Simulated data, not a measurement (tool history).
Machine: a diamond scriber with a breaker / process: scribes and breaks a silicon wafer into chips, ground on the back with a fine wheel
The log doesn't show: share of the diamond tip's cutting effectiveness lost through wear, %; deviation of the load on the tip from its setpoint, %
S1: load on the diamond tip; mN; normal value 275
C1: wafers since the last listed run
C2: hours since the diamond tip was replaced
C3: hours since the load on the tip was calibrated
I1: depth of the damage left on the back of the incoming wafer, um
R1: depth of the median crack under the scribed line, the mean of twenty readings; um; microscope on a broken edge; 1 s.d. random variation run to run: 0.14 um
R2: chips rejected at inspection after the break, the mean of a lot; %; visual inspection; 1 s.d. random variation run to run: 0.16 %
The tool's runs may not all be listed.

run,hour,S1,C1,C2,C3,I1,R1,R2
1,0.0,275,0,394.1,1482.7,2.26,10.98,5.58
2,15.1,275,42,409.2,1497.8,2.20,11.24,5.11
3,30.1,275,42,424.2,1512.8,2.55,10.96,5.88
4,45.1,275,42,439.2,1527.8,1.58,10.91,5.41
# hour 56.7: diamond tip replaced by a new one
5,57.2,275,28,0.5,1539.9,2.87,12.95,2.40
6,68.1,275,30,11.4,1550.8,1.63,12.73,1.84
7,77.6,275,26,20.9,1560.3,1.75,12.73,1.95
8,84.5,275,19,27.8,1567.2,2.96,12.73,3.02
9,100.7,213,46,44.0,1583.4,2.39,10.42,8.12
# hour 103.4: load on the tip recalibrated
10,112.8,275,28,56.1,9.4,1.94,12.41,2.21
11,126.7,207,39,70.0,23.3,2.78,10.37,10.52
12,140.4,236,38,83.7,37.0,1.65,11.35,4.87
13,150.5,275,28,93.8,47.1,1.95,12.49,2.26
14,162.2,243,33,105.5,58.8,2.41,11.46,4.79

Branching from run 14: 5 alternative next runs. What would each branch give?
A,162.8,354,1,106.1,59.4,2.89,?,?
B,162.8,356,1,106.1,59.4,2.89,?,?
C,162.8,228,1,106.1,59.4,2.89,?,?
D,162.8,305,1,106.1,59.4,2.89,?,?
E,162.8,215,1,106.1,59.4,2.89,?,?

run,R1,R2
A,14.94,5.05
B,14.99,5.19
C,11.07,7.59
D,13.50,2.93
E,10.64,9.88
Stripped of hidden state, with their random variation kept, the same runs would have yielded:
run,R1,R2
A,15.53,6.67
B,15.59,6.85
C,11.52,5.76
D,14.04,3.40
E,11.06,7.63

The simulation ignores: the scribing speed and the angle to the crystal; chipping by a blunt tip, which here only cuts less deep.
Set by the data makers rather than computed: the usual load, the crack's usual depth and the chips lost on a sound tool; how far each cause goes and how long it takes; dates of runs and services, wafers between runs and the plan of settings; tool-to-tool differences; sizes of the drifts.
